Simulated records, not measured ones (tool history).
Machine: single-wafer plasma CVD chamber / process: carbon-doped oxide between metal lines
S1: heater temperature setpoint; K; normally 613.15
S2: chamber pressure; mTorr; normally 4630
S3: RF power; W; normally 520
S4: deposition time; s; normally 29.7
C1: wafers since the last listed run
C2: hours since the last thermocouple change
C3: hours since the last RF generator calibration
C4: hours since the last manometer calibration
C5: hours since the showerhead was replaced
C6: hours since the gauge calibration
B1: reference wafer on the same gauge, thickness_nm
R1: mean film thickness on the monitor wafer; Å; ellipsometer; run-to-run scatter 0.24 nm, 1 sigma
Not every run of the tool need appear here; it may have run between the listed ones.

run	day	S1	S2	S3	S4	C1	C2	C3	C4	C5	C6	B1	R1
1	0.000	613.15	4630	520	29.7	0	1137.1	2183.2	1296.1	3966.6	203.8	137.042	1395.27
2	0.942	613.15	4630	520	29.7	563	1159.7	2205.8	1318.7	3989.2	226.4	137.016	1390.95
3	2.354	613.15	4630	520	29.7	844	1193.6	2239.7	1352.6	4023.1	260.3	137.020	1395.76
4	3.612	613.15	4630	520	29.7	752	1223.8	2269.9	1382.8	4053.3	290.5	136.997	1389.17
5	4.612	613.15	4630	520	29.7	598	1247.8	2293.9	1406.8	4077.3	314.5	136.971	1395.84
6	5.712	613.15	4630	520	29.7	657	1274.2	2320.3	1433.2	4103.7	340.9	137.000	1385.89
7	6.788	613.15	4630	520	29.7	642	1300.0	2346.1	1459.0	4129.5	366.7	137.014	1390.37
8	8.171	613.15	4630	520	29.7	827	1333.2	2379.3	1492.2	4162.7	399.9	137.004	1385.66
9	9.017	613.15	4630	520	29.7	505	1353.5	2399.6	1512.5	4183.0	420.2	136.969	1386.45
# day 9.329: gauge calibrated
10	10.304	613.15	4630	520	29.7	769	1384.4	2430.5	1543.4	4213.9	23.4	136.926	1385.20
11	11.212	613.15	4630	520	29.7	543	1406.2	2452.3	1565.2	4235.7	45.2	136.968	1387.97
12	12.508	613.15	4630	520	29.7	774	1437.3	2483.4	1596.3	4266.8	76.3	137.011	1387.40
# day 12.962: capacitance manometer re-zeroed and calibrated
13	15.621	605.15	4630	520	29.7	1661	1512.0	2558.1	63.8	4341.5	151.0	136.998	1427.82
# day 16.117: RF generator calibrated
# day 16.562: showerhead replaced
14	16.583	620.15	4630	520	29.7	176	1535.1	11.2	86.9	0.5	174.1	137.007	1405.09
15	17.862	628.15	3470	485	32.6	764	1565.8	41.9	117.6	31.2	204.8	137.116	1371.33
16	18.908	613.15	4630	520	29.7	625	1590.9	67.0	142.7	56.3	229.9	136.975	1438.08
# day 19.354: thermocouple changed; heater temperature recalibrated
17	20.179	613.15	5780	520	29.7	560	19.8	97.5	173.2	86.8	260.4	137.011	1504.45
18	21.017	603.15	4630	555	29.7	500	39.9	117.6	193.3	106.9	280.5	137.020	1580.27
19	22.421	626.15	4630	595	29.7	839	73.6	151.3	227.0	140.6	314.2	136.918	1532.75
20	23.425	613.15	4630	520	29.7	600	97.7	175.4	251.1	164.7	338.3	136.921	1452.15
21	24.433	609.15	4630	520	29.7	602	121.9	199.6	275.3	188.9	362.5	137.060	1470.12

Across each entry between runs, compare the hidden state at the last listed run before it with the hidden state at the first listed run after it:
Run 9 -> run 10: gauge calibrated (day 9.329)
  wafer temperature above the value expected at the setpoint (K): 4.76 -> 4.88; delivered RF power above the setpoint (%): -5.2 -> -5.21
  what was measured, less what the result would be without the hidden state, R1: -81.38 -> -82.04 Å
Run 12 -> run 13: capacitance manometer re-zeroed and calibrated (day 12.962)
  wafer temperature above the value expected at the setpoint (K): 5.09 -> 5.39; delivered RF power above the setpoint (%): -5.23 -> -5.25
  what was measured, less what the result would be without the hidden state, R1: -83.44 -> -90.62 Å
Run 13 -> run 14: RF generator calibrated (day 16.117); showerhead replaced (day 16.562)
  wafer temperature above the value expected at the setpoint (K): 5.39 -> 5.49; delivered RF power above the setpoint (%): -5.25 -> -0.203
  what was measured, less what the result would be without the hidden state, R1: -90.62 -> -26.95 Å
Run 16 -> run 17: thermocouple changed; heater temperature recalibrated (day 19.354)
  wafer temperature above the value expected at the setpoint (K): 5.71 -> 1.4; delivered RF power above the setpoint (%): -0.525 -> -0.692
  what was measured, less what the result would be without the hidden state, R1: -34.22 -> -15.22 Å

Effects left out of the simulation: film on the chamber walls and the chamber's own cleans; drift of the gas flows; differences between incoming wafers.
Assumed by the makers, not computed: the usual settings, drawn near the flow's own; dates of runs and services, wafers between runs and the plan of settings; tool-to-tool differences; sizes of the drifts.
